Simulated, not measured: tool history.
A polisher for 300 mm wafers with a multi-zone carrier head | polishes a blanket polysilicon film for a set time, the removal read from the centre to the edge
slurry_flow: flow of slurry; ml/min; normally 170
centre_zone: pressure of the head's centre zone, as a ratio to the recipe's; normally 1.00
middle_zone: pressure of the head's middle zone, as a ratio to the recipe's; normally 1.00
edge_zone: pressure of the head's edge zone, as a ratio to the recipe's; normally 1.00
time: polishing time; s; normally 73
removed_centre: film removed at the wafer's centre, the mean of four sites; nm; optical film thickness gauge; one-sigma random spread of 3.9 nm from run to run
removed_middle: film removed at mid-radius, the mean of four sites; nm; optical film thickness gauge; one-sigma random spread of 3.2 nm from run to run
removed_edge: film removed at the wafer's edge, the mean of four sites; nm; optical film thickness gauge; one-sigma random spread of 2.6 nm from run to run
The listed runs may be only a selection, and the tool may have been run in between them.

run	hour	slurry_flow	centre_zone	middle_zone	edge_zone	time	incoming thickness of the incoming film, nm	removed_centre	removed_middle	removed_edge
1	0.0	170	1.00	1.00	0.97	73	1323.9	329.2	343.9	347.8
2	41.9	170	1.00	1.00	0.97	73	1332.1	324.1	338.2	345.8
3	104.5	170	1.00	1.00	0.97	73	1327.2	316.9	336.4	346.1
# hour 118.5: slurry nozzle cleaned, repeated, since the last time left the tool worse
4	141.8	170	1.00	0.89	1.00	56	1310.8	308.4	283.9	311.6
5	187.4	170	1.00	1.00	1.00	73	1309.9	399.8	415.5	403.1
# hour 191.0: centre zone pressure recalibrated
# hour 213.1: worn pad replaced by a new one
6	216.4	170	1.06	1.00	0.89	73	1326.1	432.4	413.3	385.3
7	256.8	170	1.00	1.00	1.00	51	1304.6	284.5	286.1	282.5
# hour 275.1: carrier head's membrane replaced by a new one
8	319.8	170	1.00	0.89	1.00	56	1354.4	306.1	284.0	309.6
9	353.2	170	1.00	1.00	1.00	73	1310.4	396.1	408.9	402.3
# hour 405.9: edge zone pressure recalibrated
10	415.3	170	1.00	0.89	1.00	73	1331.3	406.3	367.7	394.8
11	477.5	170	1.00	1.00	1.00	73	1347.7	396.3	401.5	396.6
12	514.9	190	1.00	1.00	1.00	73	1315.5	412.8	409.5	409.0
# hour 551.8: centre zone pressure recalibrated
13	552.3	170	1.00	1.00	1.00	73	1327.2	388.5	401.8	400.5
# hour 565.5: worn pad replaced by a new one
14	587.8	170	1.00	1.00	1.00	73	1326.8	392.3	394.0	395.9
15	631.1	170	1.00	1.00	1.00	73	1322.0	388.3	393.5	391.8
16	668.0	170	1.00	1.00	1.00	73	1320.0	387.4	397.7	397.5
# hour 692.6: slurry nozzle cleaned
17	728.4	170	0.94	1.04	1.04	80	1326.9	412.8	467.5	447.0
18	774.3	170	1.00	1.00	1.00	63	1333.9	353.5	349.1	347.3
19	832.6	170	0.95	1.00	0.91	73	1326.1	386.1	406.1	387.2
20	869.3	215	1.00	1.00	1.00	73	1328.0	423.4	422.4	411.3
# hour 879.0: centre zone pressure recalibrated
21	898.1	155	0.90	1.10	1.00	66	1313.0	315.5	388.4	358.4
# hour 942.3: worn pad replaced by a new one
22	954.9	170	0.88	1.00	0.93	73	1306.8	356.7	404.8	384.2

What was the tool's hidden state at every run in the log?
removal rate lost through wear of the pad, %: 0 at every run
deviation of the centre zone's pressure from its setpoint, %: 0 at every run
deviation of the edge zone's pressure from its setpoint, %: 0 at every run
H1: slurry flow missing at the pad, %
run	H1
1	48.3
2	49.7
3	51.8
4	0.968
5	2.46
6	3.41
7	4.73
8	6.79
9	7.89
10	9.92
11	12
12	13.2
13	14.4
14	15.6
15	17
16	18.2
17	2.87
18	4.38
19	6.29
20	7.49
21	8.43
22	10.3
